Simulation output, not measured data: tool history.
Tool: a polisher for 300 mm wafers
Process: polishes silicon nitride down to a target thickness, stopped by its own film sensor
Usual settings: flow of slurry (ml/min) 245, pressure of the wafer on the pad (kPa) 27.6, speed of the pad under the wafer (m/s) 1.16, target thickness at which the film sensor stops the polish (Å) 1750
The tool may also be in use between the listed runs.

run,hour,flow of slurry (ml/min),pressure of the wafer on the pad (kPa),speed of the pad under the wafer (m/s),target thickness at which the film sensor stops the polish (Å),"incoming thickness of the incoming film, nm",time until the film sensor stopped the polish (s)
1,0.0,245,27.6,1.16,1750,301.2,64.1
2,15.4,290,27.6,1.16,1750,300.2,61.9
3,27.3,290,27.6,1.16,1750,303.1,62.6
4,39.0,245,22.8,1.16,1750,298.1,76.9
# hour 49.5: worn pad replaced by a new one
5,55.6,245,22.8,1.16,1750,295.8,75.4
6,69.4,245,22.8,1.16,1750,300.7,78.7
7,83.5,245,27.6,1.16,1750,299.4,64.0
8,92.5,245,27.6,1.16,1750,299.8,64.5
9,99.7,245,27.6,1.16,1750,296.7,63.4

Run 10 comes next. What will it give?
# hour 120.5: worn pad replaced by a new one
10,121.0,285,27.6,1.16,1750,295.2,?

time until the film sensor stopped the polish (s): 59.6
Without the tool's hidden state the same run would have given time until the film sensor stopped the polish (s) 54.5.
